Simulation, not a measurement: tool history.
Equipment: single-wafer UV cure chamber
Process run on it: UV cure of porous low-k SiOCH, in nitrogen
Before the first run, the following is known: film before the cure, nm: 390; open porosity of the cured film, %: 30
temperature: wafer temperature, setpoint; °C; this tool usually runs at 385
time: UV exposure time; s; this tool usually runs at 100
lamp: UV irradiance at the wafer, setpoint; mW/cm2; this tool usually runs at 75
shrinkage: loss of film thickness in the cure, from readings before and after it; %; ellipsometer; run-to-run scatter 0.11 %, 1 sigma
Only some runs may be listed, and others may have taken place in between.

run    hour  temperature  time  lamp  wafers since the last listed run  hours since the UV bulbs were replaced  wafers since the quartz window was cleaned  shrinkage
  1       0          385   100    58                                 0                                     422                                         251      6.503
  2    86.4          385   100    58                               449                                   508.4                                         700       6.31
  3   140.5          385   100    58                               281                                   562.5                                         982       6.26
  4     326          385    65    75                               965                                     748                                        1948      5.265
  5   368.8          385    65    75                               222                                   790.8                                        2170      5.264
  6   441.3          385   100    75                               377                                   863.3                                        2548      6.901
  7   524.6          385   100    75                               433                                   946.6                                        2981      6.777
  8   565.2          385   100    75                               211                                   987.2                                        3192      6.731
      654.5  -- UV bulbs replaced
      840.7  -- quartz window cleaned
  9   855.3          391   100    97                              1426                                   200.8                                          76      9.362
 10   903.1          391   100    97                               248                                   248.6                                         324      9.196
 11   942.5          391   100    97                               205                                     288                                         529      9.117
 12  1035.9          385   100    75                               486                                   381.4                                        1016      7.615
 13  1087.9          385   100    75                               270                                   433.4                                        1286      7.591
 14  1143.6          385   115    75                               289                                   489.1                                        1576      7.899
 15  1240.8          385   115    75                               505                                   586.3                                        2082      7.923
 16    1343          385   115    75                               531                                   688.5                                        2614      7.481
 17  1415.2          385   100    75                               375                                   760.7                                        2990      6.882
 18    1466          385   100    75                               264                                   811.5                                        3254      6.868
 19  1563.3          385   100    75                               506                                   908.8                                        3761      6.618
     1656.4  -- UV bulbs replaced
       1659  -- quartz window cleaned
 20  1666.6          385   100    75                               482                                    10.2                                          39      8.073
 21  1711.5          385   100    75                               233                                    55.1                                         273      7.963
 22    1759          385   100    75                               247                                   102.6                                         520      7.884
 23  1814.7          385   100    75                               289                                   158.3                                         810      7.816
 24  2019.3          396   115    75                              1064                                   362.9                                        1875      8.383
 25    2073          400    50    75                               279                                   416.6                                        2154      4.681
 26  2162.3          385    75    75                               464                                   505.9                                        2619      5.919
 27  2378.1          380    60    75                              1123                                   721.7                                        3742      4.546
     2448.6  -- quartz window cleaned
 28  2455.3          385   100    75                               360                                   798.9                                          34      7.551
 29  2524.1          366    45    48                               358                                   867.7                                         393      2.694
 30  2628.9          385   100   106                               545                                   972.5                                         938      8.805
     2721.4  -- UV bulbs replaced
 31  2721.9          369    45    65                               442                                     0.5                                        1380      3.944
 32  2797.5          385   100    75                               393                                    76.1                                        1774      7.557
 33  2844.4          385   120    75                               244                                     123                                        2018      8.317
 34  2884.3          370    40    40                               207                                   162.9                                        2226      2.128
 35  2977.3          385   145    40                               484                                   255.9                                        2710      6.096
 36  3052.2          402   130    96                               389                                   330.8                                        3100      9.964
 37  3123.2          400    75    48                               369                                   401.8                                        3469      4.451
 38  3163.5          377   135    90                               209                                   442.1                                        3679      9.007
 39  3207.9          385   100    60                               231                                   486.5                                        3910       5.87
 40  3301.2          385   100    75                               485                                   579.8                                        4395      6.824
     3312.8  -- quartz window cleaned
 41  3340.1          373   130    43                               160                                   618.7                                         141      6.159
 42  3391.8          376   100    75                               269                                   670.4                                         411       7.54
 43  3453.6          379    65    96                               321                                   732.2                                         732      6.518
 44    3541          385   100   111                               454                                   819.6                                        1187      9.136
 45    3582          395   100    75                               213                                   860.6                                        1400        7.5
 46  3631.7          385   100    75                               258                                   910.3                                        1659      7.064
 47  3735.2          385   100    75                               538                                  1013.8                                        2198      6.868
     3761.1  -- UV bulbs replaced
 48  4047.5          385   100    75                              1583                                   286.4                                        3782      6.972

List, for all runs, the conditions of the tool that the log does not record:
H1: lamp output below its setpoint, %
H2: transmission lost against a clean window, %
run      H1     H2
  1    6.69   2.79
  2    7.93   4.89
  3     8.7   6.21
  4    11.3   10.7
  5      12   11.8
  6      13   13.5
  7    14.2   15.6
  8    14.8   16.5
  9     4.2  0.683
 10    4.89   1.85
 11    5.45    2.8
 12    6.78   5.07
 13    7.52   6.34
 14    8.32   7.69
 15     9.7   10.1
 16    11.2   12.5
 17    12.2   14.3
 18    12.9   15.5
 19    14.3   17.9
 20    2.44  0.279
 21    3.08   1.37
 22    3.76   2.53
 23    4.56   3.88
 24    7.47   8.86
 25    8.24   10.2
 26    9.51   12.3
 27    12.6   17.6
 28    13.7  0.467
 29    14.7   2.14
 30    16.2   4.69
 31  0.0625   6.95
 32    1.14   8.79
 33    1.81   9.93
 34    2.38   10.9
 35    3.71   13.2
 36    4.77     15
 37    5.79   16.7
 38    6.36   17.7
 39       7   18.8
 40    8.33     21
 41    8.88   1.94
 42    9.62    3.2
 43    10.5    4.7
 44    11.7   6.83
 45    12.3   7.82
 46      13   9.03
 47    14.5   11.5
 48    4.27   19.1
